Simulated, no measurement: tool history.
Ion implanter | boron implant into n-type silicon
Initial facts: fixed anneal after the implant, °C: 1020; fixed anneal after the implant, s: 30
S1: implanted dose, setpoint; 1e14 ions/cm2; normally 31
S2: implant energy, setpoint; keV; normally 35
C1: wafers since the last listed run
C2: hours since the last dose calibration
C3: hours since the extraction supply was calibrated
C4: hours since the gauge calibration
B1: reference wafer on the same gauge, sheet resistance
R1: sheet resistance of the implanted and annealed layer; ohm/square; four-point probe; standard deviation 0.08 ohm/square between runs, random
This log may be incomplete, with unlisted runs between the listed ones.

run	hour	S1	S2	C1	C2	C3	C4	B1	R1
1	0	31	35	0	1194.1	3773.1	27.3	38.41	44.3
2	14.9	31	35	318	1209	3788	42.2	38.39	44.15
3	62.8	31	35	1025	1256.9	3835.9	90.1	38.4	44.28
4	84.3	24.94	40.5	460	1278.4	3857.4	111.6	38.42	48.74
5	117.5	24.94	40.5	710	1311.6	3890.6	144.8	38.4	48.81
6	149.6	24.94	40.5	687	1343.7	3922.7	176.9	38.39	48.71
# hour 158: Faraday cup replaced and dose calibrated
7	161.8	31	35	89	3.8	3934.9	189.1	38.42	45.61
8	187.6	28.03	35	552	29.6	3960.7	214.9	38.41	48.12
9	202.6	31	35	321	44.6	3975.7	229.9	38.4	45.37
# hour 225.7: extraction supply calibrated
10	226.2	34.63	28.5	333	68.2	0.5	253.5	38.4	46.06
11	237.1	27.34	35	233	79.1	11.4	264.4	38.41	48.6
12	272.9	39.34	29	766	114.9	47.2	300.2	38.37	43.78
13	295.3	31	26	479	137.3	69.6	322.6	38.42	49.56
# hour 338.2: gauge calibrated
14	373.6	35.18	28.5	1676	215.6	147.9	35.4	38.4	45.57
15	397	31	35	500	239	171.3	58.8	38.41	44.77
16	431.1	31	35	730	273.1	205.4	92.9	38.39	44.88

What if the next run were any one of these 4? Each begins from the tool's condition after run 16:
A	431.5	39.58	35	8	273.5	205.8	93.3	?	?
B	431.5	26.12	35	8	273.5	205.8	93.3	?	?
C	431.5	31	43	8	273.5	205.8	93.3	?	?
D	431.5	28.42	23	8	273.5	205.8	93.3	?	?

run	B1	R1
A	38.4	40.47
B	38.4	49.56
C	38.4	42.65
D	38.4	53.46
Without the tool's unlogged condition, the same runs would have read:
run	R1
A	40.86
B	50.5
C	43.41
D	54.13
